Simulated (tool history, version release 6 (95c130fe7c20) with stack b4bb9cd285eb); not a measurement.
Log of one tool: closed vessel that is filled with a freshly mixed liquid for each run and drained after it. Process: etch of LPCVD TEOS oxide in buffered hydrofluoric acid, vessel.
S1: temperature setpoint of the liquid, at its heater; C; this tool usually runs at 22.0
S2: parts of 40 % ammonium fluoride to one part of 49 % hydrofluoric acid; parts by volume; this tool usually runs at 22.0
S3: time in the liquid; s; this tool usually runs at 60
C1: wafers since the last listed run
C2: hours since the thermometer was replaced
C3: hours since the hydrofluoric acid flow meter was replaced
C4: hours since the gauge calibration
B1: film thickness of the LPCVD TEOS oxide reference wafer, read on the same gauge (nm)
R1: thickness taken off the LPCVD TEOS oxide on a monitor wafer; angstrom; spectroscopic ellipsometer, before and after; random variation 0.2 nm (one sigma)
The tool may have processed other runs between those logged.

run 1 hour=0.0 | S1=22.0 S2=22.0 S3=60 | C1=0 C2=2599.1 C3=1599.7 C4=294.5 | B1=100.00 | R1=701.4
run 2 hour=9.6 | S1=22.0 S2=22.0 S3=60 | C1=695 C2=2608.7 C3=1609.3 C4=304.1 | B1=100.00 | R1=703.7
run 3 hour=40.3 | S1=22.0 S2=22.0 S3=60 | C1=2224 C2=2639.4 C3=1640.0 C4=334.8 | B1=100.01 | R1=707.9
run 4 hour=47.1 | S1=22.0 S2=22.0 S3=60 | C1=492 C2=2646.2 C3=1646.8 C4=341.6 | B1=99.99 | R1=702.2
run 5 hour=53.5 | S1=22.0 S2=22.0 S3=60 | C1=463 C2=2652.6 C3=1653.2 C4=348.0 | B1=100.00 | R1=704.8
run 6 hour=63.3 | S1=22.0 S2=22.0 S3=45 | C1=710 C2=2662.4 C3=1663.0 C4=357.8 | B1=99.99 | R1=528.2
run 7 hour=72.1 | S1=22.0 S2=22.0 S3=45 | C1=637 C2=2671.2 C3=1671.8 C4=366.6 | B1=99.99 | R1=530.0
run 8 hour=86.0 | S1=22.0 S2=22.0 S3=45 | C1=1007 C2=2685.1 C3=1685.7 C4=380.5 | B1=100.00 | R1=531.2
run 9 hour=99.4 | S1=22.0 S2=20.0 S3=60 | C1=970 C2=2698.5 C3=1699.1 C4=393.9 | B1=100.01 | R1=784.8
-- hour=110.6 hydrofluoric acid flow meter replaced
run 10 hour=113.4 | S1=22.0 S2=22.0 S3=35 | C1=941 C2=2712.5 C3=2.8 C4=407.9 | B1=100.00 | R1=380.3
run 11 hour=123.6 | S1=22.0 S2=22.0 S3=35 | C1=738 C2=2722.7 C3=13.0 C4=418.1 | B1=100.01 | R1=379.1
-- hour=127.8 gauge calibrated
run 12 hour=132.5 | S1=22.0 S2=22.0 S3=35 | C1=644 C2=2731.6 C3=21.9 C4=4.7 | B1=100.00 | R1=381.1
run 13 hour=146.9 | S1=22.0 S2=22.0 S3=50 | C1=1043 C2=2746.0 C3=36.3 C4=19.1 | B1=99.99 | R1=544.6
run 14 hour=153.9 | S1=23.0 S2=22.0 S3=60 | C1=507 C2=2753.0 C3=43.3 C4=26.1 | B1=100.03 | R1=692.9
run 15 hour=168.5 | S1=22.0 S2=22.0 S3=60 | C1=1057 C2=2767.6 C3=57.9 C4=40.7 | B1=100.02 | R1=652.6
run 16 hour=180.2 | S1=22.0 S2=22.0 S3=60 | C1=847 C2=2779.3 C3=69.6 C4=52.4 | B1=99.96 | R1=652.8
-- hour=191.3 thermometer replaced
run 17 hour=192.9 | S1=24.0 S2=22.0 S3=60 | C1=847 C2=1.6 C3=82.3 C4=65.1 | B1=99.99 | R1=640.1
run 18 hour=207.4 | S1=22.0 S2=22.0 S3=45 | C1=1050 C2=16.1 C3=96.8 C4=79.6 | B1=100.02 | R1=427.0
run 19 hour=224.8 | S1=22.0 S2=29.5 S3=50 | C1=1260 C2=33.5 C3=114.2 C4=97.0 | B1=100.00 | R1=391.2
run 20 hour=234.9 | S1=24.0 S2=16.0 S3=85 | C1=731 C2=43.6 C3=124.3 C4=107.1 | B1=99.99 | R1=1208.7
run 21 hour=245.3 | S1=22.0 S2=22.0 S3=60 | C1=753 C2=54.0 C3=134.7 C4=117.5 | B1=100.00 | R1=572.3
run 22 hour=251.4 | S1=27.0 S2=22.0 S3=30 | C1=441 C2=60.1 C3=140.8 C4=123.6 | B1=100.00 | R1=375.9
run 23 hour=263.3 | S1=22.0 S2=19.0 S3=60 | C1=862 C2=72.0 C3=152.7 C4=135.5 | B1=99.98 | R1=648.6
run 24 hour=295.2 | S1=22.0 S2=24.5 S3=85 | C1=2311 C2=103.9 C3=184.6 C4=167.4 | B1=100.00 | R1=755.6
run 25 hour=338.3 | S1=24.5 S2=19.5 S3=75 | C1=3122 C2=147.0 C3=227.7 C4=210.5 | B1=100.01 | R1=919.2
run 26 hour=345.2 | S1=22.0 S2=22.0 S3=45 | C1=499 C2=153.9 C3=234.6 C4=217.4 | B1=99.99 | R1=433.9
run 27 hour=355.1 | S1=22.0 S2=22.0 S3=60 | C1=717 C2=163.8 C3=244.5 C4=227.3 | B1=100.00 | R1=583.2
run 28 hour=366.1 | S1=18.5 S2=22.0 S3=60 | C1=796 C2=174.8 C3=255.5 C4=238.3 | B1=99.98 | R1=475.9

Below are 5 alternative next runs, each starting from the tool's condition after run 28. Predict each:
run A hour=366.8 | S1=22.0 S2=22.0 S3=60 | C1=50 C2=175.5 C3=256.2 C4=239.0 | B1=? | R1=?
run B hour=366.8 | S1=22.0 S2=22.0 S3=70 | C1=50 C2=175.5 C3=256.2 C4=239.0 | B1=? | R1=?
run C hour=366.8 | S1=25.5 S2=22.0 S3=30 | C1=50 C2=175.5 C3=256.2 C4=239.0 | B1=? | R1=?
run D hour=366.8 | S1=22.0 S2=22.0 S3=30 | C1=50 C2=175.5 C3=256.2 C4=239.0 | B1=? | R1=?
run E hour=366.8 | S1=22.0 S2=22.0 S3=75 | C1=50 C2=175.5 C3=256.2 C4=239.0 | B1=? | R1=?

run=A B1=100.01 R1=583.8
run=B B1=100.01 R1=681.1
run=C B1=100.01 R1=353.6
run=D B1=100.01 R1=291.9
run=E B1=100.01 R1=729.7
Stripped of hidden state, with their random variation kept, the same runs would have yielded:
run=A R1=567.1
run=B R1=661.6
run=C R1=343.6
run=D R1=283.5
run=E R1=708.9
